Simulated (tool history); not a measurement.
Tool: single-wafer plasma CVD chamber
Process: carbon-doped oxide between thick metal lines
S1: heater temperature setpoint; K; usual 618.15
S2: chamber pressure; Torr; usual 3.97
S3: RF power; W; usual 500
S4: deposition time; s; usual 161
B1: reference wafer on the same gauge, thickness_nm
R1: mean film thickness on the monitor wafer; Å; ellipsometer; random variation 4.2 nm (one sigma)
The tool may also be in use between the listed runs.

run	day	S1	S2	S3	S4	B1	R1
1	0.000	618.15	3.97	500	161	843.588	8862.46
2	1.212	618.15	3.97	500	161	842.820	8843.87
3	1.942	618.15	3.97	500	161	842.318	8852.40
4	3.946	618.15	3.97	500	161	843.758	8836.27
5	5.050	618.15	3.97	500	161	843.079	8838.14
6	5.842	618.15	3.97	500	161	843.048	8870.90
# day 6.629: showerhead replaced
7	6.650	618.15	3.97	500	161	842.710	8787.82
# day 7.396: thermocouple changed; heater temperature recalibrated
8	7.750	618.15	3.97	500	161	842.860	8754.52
# day 8.779: gauge calibrated
9	8.912	618.15	3.97	500	161	843.833	8770.97
10	10.171	618.15	3.97	500	161	843.386	8804.23
11	11.392	618.15	3.97	500	161	842.588	8751.45
12	12.246	632.15	3.97	410	147	843.733	6599.60
13	13.283	618.15	3.97	500	161	842.926	8780.52
# day 14.096: capacitance manometer re-zeroed and calibrated
14	14.117	618.15	3.97	500	161	843.933	8803.88
15	15.071	632.15	3.58	405	161	842.484	6993.83
16	16.462	618.15	3.97	500	161	843.579	8718.08
17	17.779	618.15	3.66	570	131	843.331	7548.85
18	18.762	618.15	3.97	500	161	843.757	8741.90
19	19.712	618.15	3.97	470	131	842.430	6693.39
20	21.208	613.15	3.42	585	139	842.287	8154.42
# day 22.146: RF generator calibrated
21	22.221	612.15	3.97	450	161	842.753	8721.54
22	23.429	618.15	3.97	500	161	843.011	9193.29
23	24.279	618.15	3.97	550	161	842.470	9740.37
24	24.946	627.15	3.97	500	161	842.580	8875.20
25	26.008	618.15	3.97	440	134	843.021	6937.94
26	27.317	625.15	3.97	590	161	842.828	9936.90
27	28.392	618.15	3.97	580	189	842.828	11786.35
28	29.342	625.15	4.58	590	161	842.472	10307.64

4 ways to go on from here, each from the tool as it stands after run 28. What would each give?
A	29.358	618.15	3.04	500	161	?	?
B	29.358	608.15	4.61	460	185	?	?
C	29.358	628.15	3.97	500	133	?	?
D	29.358	633.15	3.97	420	161	?	?

run	B1	R1
A	841.678	8626.85
B	841.678	10554.11
C	841.678	7287.64
D	841.678	7656.25
Without the tool's hidden state the same runs would have given:
run	R1
A	8688.71
B	10634.96
C	7339.89
D	7720.00

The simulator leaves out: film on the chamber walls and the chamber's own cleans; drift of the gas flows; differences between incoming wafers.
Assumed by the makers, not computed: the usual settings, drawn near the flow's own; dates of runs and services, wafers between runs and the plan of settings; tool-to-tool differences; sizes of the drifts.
